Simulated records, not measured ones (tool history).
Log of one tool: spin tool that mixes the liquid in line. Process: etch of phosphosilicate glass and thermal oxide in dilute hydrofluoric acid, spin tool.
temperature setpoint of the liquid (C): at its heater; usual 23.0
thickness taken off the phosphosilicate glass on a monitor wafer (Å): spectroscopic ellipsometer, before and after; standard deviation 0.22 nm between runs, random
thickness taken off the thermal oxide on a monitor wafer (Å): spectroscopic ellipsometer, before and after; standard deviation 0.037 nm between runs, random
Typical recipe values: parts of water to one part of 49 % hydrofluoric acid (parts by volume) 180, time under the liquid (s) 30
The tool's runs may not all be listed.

run    hour  temperature setpoint of the liquid (C)  parts of water to one part of 49 % hydrofluoric acid (parts by volume)  time under the liquid (s)  wafers since the last listed run  hours since the thermometer was replaced  hours since the hydrofluoric acid flow meter was replaced  hours since the gauge calibration  read-back film thickness of the phosphosilicate glass reference wafer, read on the same gauge (nm)  read-back film thickness of the thermal oxide reference wafer, read on the same gauge (nm)  thickness taken off the phosphosilicate glass on a monitor wafer (Å)  thickness taken off the thermal oxide on a monitor wafer (Å)
  1     0.0                                    23.0                                                                     180                         30                                 0                                    1637.0                                                     1206.5                              317.4                                                                                               60.97                                                                                      71.118                                                                 250.5                                                          7.47
       11.0  -- thermometer replaced
  2    61.0                                    21.0                                                                     180                         30                              1181                                      50.0                                                     1267.5                              378.4                                                                                               61.21                                                                                      71.458                                                                 236.0                                                          7.15
  3   135.9                                    23.0                                                                     180                         30                              1474                                     124.9                                                     1342.4                              453.3                                                                                               61.56                                                                                      71.856                                                                 256.0                                                          7.63
  4   210.3                                    23.0                                                                     235                         30                              1465                                     199.3                                                     1416.8                              527.7                                                                                               61.88                                                                                      72.189                                                                 184.9                                                          5.17
  5   307.7                                    25.5                                                                      90                         20                              1917                                     296.7                                                     1514.2                              625.1                                                                                               62.16                                                                                      72.539                                                                 421.3                                                         12.34
  6   363.0                                    23.0                                                                     180                         15                              1088                                     352.0                                                     1569.5                              680.4                                                                                               62.35                                                                                      72.750                                                                 127.8                                                          3.44
  7   402.8                                    23.0                                                                     180                         30                               783                                     391.8                                                     1609.3                              720.2                                                                                               62.43                                                                                      72.847                                                                 253.4                                                          7.32
  8   448.8                                    23.0                                                                     180                         30                               905                                     437.8                                                     1655.3                              766.2                                                                                               62.55                                                                                      73.005                                                                 257.2                                                          7.35
  9   549.5                                    23.0                                                                     150                         20                              1982                                     538.5                                                     1756.0                              866.9                                                                                               62.82                                                                                      73.281                                                                 213.0                                                          6.10
 10   597.3                                    25.0                                                                     180                         30                               941                                     586.3                                                     1803.8                              914.7                                                                                               62.93                                                                                      73.397                                                                 283.9                                                          8.24
 11   641.6                                    23.0                                                                     180                         30                               872                                     630.6                                                     1848.1                              959.0                                                                                               63.03                                                                                      73.502                                                                 261.4                                                          7.38
 12   697.0                                    23.0                                                                     180                         30                              1090                                     686.0                                                     1903.5                             1014.4                                                                                               63.08                                                                                      73.639                                                                 257.4                                                          7.77
 13   770.9                                    18.5                                                                     235                         30                              1455                                     759.9                                                     1977.4                             1088.3                                                                                               63.25                                                                                      73.801                                                                 162.8                                                          4.57
 14   869.3                                    24.5                                                                     235                         50                              1937                                     858.3                                                     2075.8                             1186.7                                                                                               63.36                                                                                      73.948                                                                 332.8                                                          9.52
 15   954.8                                    23.0                                                                     230                         30                              1683                                     943.8                                                     2161.3                             1272.2                                                                                               63.49                                                                                      74.089                                                                 194.6                                                          5.24
 16  1004.8                                    20.5                                                                     260                         20                               984                                     993.8                                                     2211.3                             1322.2                                                                                               63.63                                                                                      74.186                                                                 101.2                                                          3.06
     1020.6  -- hydrofluoric acid flow meter replaced
 17  1051.3                                    23.0                                                                     180                         20                               895                                    1040.3                                                       30.7                             1368.7                                                                                               63.66                                                                                      74.231                                                                 174.6                                                          5.23
 18  1143.7                                    18.5                                                                     105                         30                              1819                                    1132.7                                                      123.1                             1461.1                                                                                               63.72                                                                                      74.350                                                                 405.0                                                         11.46
 19  1237.2                                    23.0                                                                     180                         30                              1841                                    1226.2                                                      216.6                             1554.6                                                                                               63.79                                                                                      74.432                                                                 262.2                                                          7.09
 20  1330.3                                    18.5                                                                     180                         30                              1833                                    1319.3                                                      309.7                             1647.7                                                                                               63.86                                                                                      74.529                                                                 221.9                                                          6.29
 21  1436.9                                    23.0                                                                     180                         30                              2099                                    1425.9                                                      416.3                             1754.3                                                                                               63.92                                                                                      74.579                                                                 267.1                                                          7.31
 22  1544.3                                    27.0                                                                     145                         30                              2114                                    1533.3                                                      523.7                             1861.7                                                                                               64.04                                                                                      74.679                                                                 404.0                                                         11.30
     1560.1  -- gauge calibrated
 23  1648.4                                    23.0                                                                     180                         30                              2049                                    1637.4                                                      627.8                               88.3                                                                                               60.27                                                                                      70.294                                                                 248.5                                                          7.56
     1705.4  -- thermometer replaced
 24  1736.7                                    25.5                                                                     180                         40                              1719                                      31.3                                                      716.1                              176.6                                                                                               60.87                                                                                      70.972                                                                 370.7                                                         10.46
 25  1781.0                                    27.5                                                                     260                         30                               872                                      75.6                                                      760.4                              220.9                                                                                               61.06                                                                                      71.260                                                                 189.2                                                          5.34

Branching from run 25: 4 alternative next runs. What would each branch give?
  A  1781.4                                    23.0                                                                     180                         45                                 7                                      76.0                                                      760.8                              221.3                                                                                                   ?                                                                                           ?                                                                     ?                                                             ?
  B  1781.4                                    24.5                                                                     100                         30                                 7                                      76.0                                                      760.8                              221.3                                                                                                   ?                                                                                           ?                                                                     ?                                                             ?
  C  1781.4                                    27.5                                                                     110                         50                                 7                                      76.0                                                      760.8                              221.3                                                                                                   ?                                                                                           ?                                                                     ?                                                             ?
  D  1781.4                                    25.5                                                                     135                         30                                 7                                      76.0                                                      760.8                              221.3                                                                                                   ?                                                                                           ?                                                                     ?                                                             ?

run  read-back film thickness of the phosphosilicate glass reference wafer, read on the same gauge (nm)  read-back film thickness of the thermal oxide reference wafer, read on the same gauge (nm)  thickness taken off the phosphosilicate glass on a monitor wafer (Å)  thickness taken off the thermal oxide on a monitor wafer (Å)
  A                                                                                               61.11                                                                                      71.277                                                                 374.9                                                         11.27
  B                                                                                               61.11                                                                                      71.277                                                                 522.8                                                         15.72
  C                                                                                               61.11                                                                                      71.277                                                                 878.5                                                         26.42
  D                                                                                               61.11                                                                                      71.277                                                                 385.7                                                         11.60
With no hidden state in the tool, these same runs would have given:
run  thickness taken off the phosphosilicate glass on a monitor wafer (Å)  thickness taken off the thermal oxide on a monitor wafer (Å)
  A                                                                 368.3                                                         11.08
  B                                                                 513.6                                                         15.45
  C                                                                 863.1                                                         25.95
  D                                                                 378.9                                                         11.39

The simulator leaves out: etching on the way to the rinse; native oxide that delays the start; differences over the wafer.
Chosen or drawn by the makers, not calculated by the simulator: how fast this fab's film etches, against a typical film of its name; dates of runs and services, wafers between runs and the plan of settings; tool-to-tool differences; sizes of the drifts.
